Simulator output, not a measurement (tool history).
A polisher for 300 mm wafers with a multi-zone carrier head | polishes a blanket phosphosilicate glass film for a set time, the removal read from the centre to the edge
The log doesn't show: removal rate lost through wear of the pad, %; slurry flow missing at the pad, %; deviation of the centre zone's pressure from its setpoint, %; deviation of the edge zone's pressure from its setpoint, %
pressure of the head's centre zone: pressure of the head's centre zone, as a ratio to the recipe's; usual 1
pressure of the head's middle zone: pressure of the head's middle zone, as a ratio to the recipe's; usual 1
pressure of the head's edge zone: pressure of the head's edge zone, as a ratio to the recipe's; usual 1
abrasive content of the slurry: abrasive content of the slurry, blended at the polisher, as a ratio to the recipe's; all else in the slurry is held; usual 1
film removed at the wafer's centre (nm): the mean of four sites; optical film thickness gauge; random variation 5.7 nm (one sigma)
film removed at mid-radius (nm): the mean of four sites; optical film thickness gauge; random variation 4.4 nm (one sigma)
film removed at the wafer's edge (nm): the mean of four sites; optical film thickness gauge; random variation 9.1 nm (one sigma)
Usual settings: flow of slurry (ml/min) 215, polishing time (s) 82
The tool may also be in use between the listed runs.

run,hour,flow of slurry (ml/min),pressure of the head's centre zone,pressure of the head's middle zone,pressure of the head's edge zone,abrasive content of the slurry,polishing time (s),wafers since the last listed run,wafers polished on this pad,hours since the slurry nozzle was cleaned,hours since the centre zone pressure was calibrated,hours since the edge zone pressure was calibrated,hours since the carrier head's membrane was replaced,"incoming thickness of the incoming film, nm",film removed at the wafer's centre (nm),film removed at mid-radius (nm),film removed at the wafer's edge (nm)
1,0,215,1,1,1,1,82,0,167,88.1,953.9,1078.2,594,2360.3,649.1,665.3,656.9
2,20,215,1,1,0.95,1,82,121,288,108.1,973.9,1098.2,614,2380,647.7,662.7,660.7
3,49.5,215,1,0.95,1,1.15,82,178,467,137.6,1003.4,1127.7,643.5,2388.5,676.5,675.4,710.5
4,68.2,215,1,0.95,1,1.15,82,113,580,156.3,1022.1,1146.4,662.2,2362.4,677.4,665.1,716.6
5,100.8,215,1,0.95,1,1.15,82,197,777,188.9,1054.7,1179,694.8,2364.4,672.8,673.8,714.8
6,125.9,215,1,1,1,1,82,152,930,214,1079.8,1204.1,719.9,2366.3,628.5,644.8,645.3
7,142.6,215,1.1,1,1,1.05,82,101,1031,230.7,1096.5,1220.8,736.6,2401.3,704.6,667.7,669.1
8,157.6,215,1.1,1,1,1.05,82,90,1122,245.7,1111.5,1235.8,751.6,2331.6,702.6,653.8,666.2
9,171.7,215,1,1,1,1,72,85,1207,259.8,1125.6,1249.9,765.7,2382.6,547.1,564.2,595.1
# hour 177.8: worn pad replaced by a new one, of another model than before
10,195.9,215,1,1,1,1,82,122,109,284,1149.8,1274.1,789.9,2356.6,632.5,659.2,670.1
11,220.4,285,0.96,1,0.91,1,74,148,258,308.5,1174.3,1298.6,814.4,2391.6,570.3,614.7,598.2
# hour 230.9: carrier head's membrane replaced by a new one
# hour 239.6: edge zone pressure recalibrated
12,240.1,165,0.95,1,1,1.1,58,76,335,328.2,1194,0.5,9.2,2338.8,431.9,472,481.8
13,267.1,215,1,1,1,1,82,163,499,355.2,1221,27.5,36.2,2359.7,634.4,655.1,682.6
14,281.2,215,1,1,1.08,1,82,85,584,369.3,1235.1,41.6,50.3,2356.5,622.4,663.8,691.4
# hour 305.8: centre zone pressure recalibrated
15,310.9,175,1.03,1,1,1,103,167,752,399,5.1,71.3,80,2399.2,797,795.1,810.8
# hour 331: slurry nozzle cleaned
16,344.7,215,1,1.07,1.05,1.1,66,198,951,13.7,38.9,105.1,113.8,2383.6,563.8,610.1,588.6
17,379.6,215,1,1,1,1,82,211,1162,48.6,73.8,140,148.7,2348.9,660.3,676.9,699.2
18,398.4,215,1,1.07,1.08,1,82,113,1276,67.4,92.6,158.8,167.5,2388.8,658.5,713,700.6
19,421.3,235,0.92,0.88,1,1,90,138,1415,90.3,115.5,181.7,190.4,2365,662.2,671.1,758
# hour 447.6: worn pad replaced by a new one
20,457.3,215,1,0.89,1,0.7,82,193,58,126.3,151.5,217.7,226.4,2370.2,541.4,505.1,560.1
21,485,275,1,1,0.89,1,82,167,226,154,179.2,245.4,254.1,2396.1,668.3,684,666.5
22,517.8,215,1,0.89,1,1.3,82,198,425,186.8,212,278.2,286.9,2377.3,724,665.1,744.8

Forecast each of these 3 alternatives for the next run:
A,518.2,215,0.96,1,1,1,82,2,427,187.2,212.4,278.6,287.3,2378.8,?,?,?
B,518.2,260,1,1,1.04,1,82,2,427,187.2,212.4,278.6,287.3,2378.8,?,?,?
C,518.2,215,1.04,1,1,1,82,2,427,187.2,212.4,278.6,287.3,2378.8,?,?,?

run,film removed at the wafer's centre (nm),film removed at mid-radius (nm),film removed at the wafer's edge (nm)
A,610.5,665,680.8
B,651.4,679,700.3
C,661.5,664.7,680.8
Without the tool's hidden state the same runs would have given:
run,film removed at the wafer's centre (nm),film removed at mid-radius (nm),film removed at the wafer's edge (nm)
A,639.2,692.7,701.5
B,678.2,703.9,719.3
C,692.6,692.4,701.5
